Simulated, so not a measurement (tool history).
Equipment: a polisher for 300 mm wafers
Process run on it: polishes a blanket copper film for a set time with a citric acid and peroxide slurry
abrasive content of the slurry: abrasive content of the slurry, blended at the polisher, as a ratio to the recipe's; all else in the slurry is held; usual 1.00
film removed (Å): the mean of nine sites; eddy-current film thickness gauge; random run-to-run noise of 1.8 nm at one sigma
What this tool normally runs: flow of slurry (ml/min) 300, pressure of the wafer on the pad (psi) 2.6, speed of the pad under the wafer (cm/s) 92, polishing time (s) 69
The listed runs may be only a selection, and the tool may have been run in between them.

| run | hour | flow of slurry (ml/min) | pressure of the wafer on the pad (psi) | speed of the pad under the wafer (cm/s) | abrasive content of the slurry | polishing time (s) | incoming thickness of the incoming film, nm | film removed (Å) |
|---|---|---|---|---|---|---|---|---|
| 1 | 0.0 | 345 | 2.6 | 92 | 1.00 | 69 | 1147.3 | 1288 |
| 2 | 82.6 | 345 | 2.6 | 92 | 1.00 | 69 | 1135.3 | 1231 |
| 3 | 173.4 | 345 | 2.6 | 92 | 1.00 | 69 | 1149.5 | 1225 |
| 4 | 243.0 | 300 | 2.6 | 92 | 1.00 | 69 | 1130.5 | 1217 |
| 5 | 298.4 | 300 | 2.6 | 92 | 1.00 | 69 | 1118.7 | 1215 |
|  | 313.6 | slurry blender recalibrated |
| 6 | 364.7 | 300 | 2.1 | 92 | 1.00 | 85 | 1124.0 | 1266 |
|  | 480.6 | slurry nozzle cleaned |
|  | 537.8 | worn pad replaced by a new one |
| 7 | 539.5 | 300 | 2.6 | 92 | 1.00 | 69 | 1128.8 | 1303 |
| 8 | 613.9 | 245 | 2.1 | 78 | 1.00 | 69 | 1132.9 | 926 |
| 9 | 682.0 | 300 | 2.2 | 82 | 1.00 | 54 | 1116.7 | 794 |
| 10 | 780.6 | 300 | 3.5 | 92 | 1.00 | 81 | 1119.6 | 1841 |
| 11 | 861.2 | 300 | 2.6 | 92 | 1.00 | 69 | 1109.2 | 1255 |
| 12 | 934.4 | 400 | 2.8 | 84 | 1.00 | 92 | 1121.9 | 1667 |
| 13 | 1004.9 | 365 | 2.6 | 102 | 1.00 | 69 | 1143.1 | 1378 |
| 14 | 1103.5 | 300 | 2.6 | 92 | 1.00 | 69 | 1149.2 | 1230 |
|  | 1127.5 | slurry blender recalibrated |
| 15 | 1202.4 | 210 | 2.6 | 92 | 1.00 | 69 | 1134.9 | 1159 |
|  | 1245.8 | head pressure recalibrated |
| 16 | 1284.4 | 225 | 3.4 | 70 | 1.00 | 62 | 1127.3 | 1003 |
|  | 1326.1 | slurry nozzle cleaned |
|  | 1348.8 | worn pad replaced by a new one |
| 17 | 1380.0 | 300 | 2.6 | 92 | 1.00 | 69 | 1131.4 | 1276 |
| 18 | 1424.6 | 300 | 2.6 | 76 | 0.90 | 69 | 1133.6 | 1066 |
| 19 | 1517.6 | 300 | 2.3 | 62 | 1.00 | 69 | 1120.3 | 795 |
| 20 | 1598.2 | 300 | 2.6 | 92 | 1.15 | 69 | 1124.8 | 1297 |
| 21 | 1695.3 | 345 | 2.6 | 92 | 1.30 | 69 | 1119.7 | 1353 |
| 22 | 1760.8 | 300 | 2.8 | 92 | 1.00 | 69 | 1129.8 | 1280 |
| 23 | 1861.5 | 300 | 1.9 | 92 | 1.00 | 69 | 1140.0 | 975 |
| 24 | 1918.1 | 300 | 2.6 | 92 | 1.00 | 69 | 1152.9 | 1230 |
| 25 | 1971.7 | 300 | 3.2 | 92 | 1.00 | 69 | 1112.1 | 1416 |
|  | 2014.4 | slurry blender recalibrated |
| 26 | 2024.0 | 205 | 2.0 | 92 | 1.15 | 75 | 1128.4 | 1085 |
|  | 2052.3 | worn pad replaced by a new one |
|  | 2096.0 | slurry nozzle cleaned |
| 27 | 2129.4 | 300 | 2.2 | 76 | 1.00 | 69 | 1141.3 | 945 |
| 28 | 2228.2 | 300 | 2.6 | 92 | 1.00 | 69 | 1131.3 | 1263 |
| 29 | 2312.9 | 300 | 2.6 | 92 | 1.00 | 69 | 1145.2 | 1210 |
| 30 | 2349.3 | 400 | 2.6 | 92 | 1.00 | 69 | 1128.0 | 1242 |
| 31 | 2450.3 | 340 | 2.6 | 92 | 1.00 | 69 | 1133.1 | 1222 |

Here are 3 independent what-if runs from the current tool condition. What would each one return?
| A | 2450.7 | 300 | 2.6 | 92 | 1.00 | 69 | 1151.6 | ? |
| B | 2450.7 | 300 | 3.5 | 74 | 1.00 | 69 | 1151.6 | ? |
| C | 2450.7 | 335 | 2.6 | 92 | 0.80 | 80 | 1151.6 | ? |

| run | film removed (Å) |
|---|---|
| A | 1202 |
| B | 1232 |
| C | 1340 |
Had the tool no hidden state, the same runs would have come out as:
| run | film removed (Å) |
|---|---|
| A | 1280 |
| B | 1311 |
| C | 1427 |
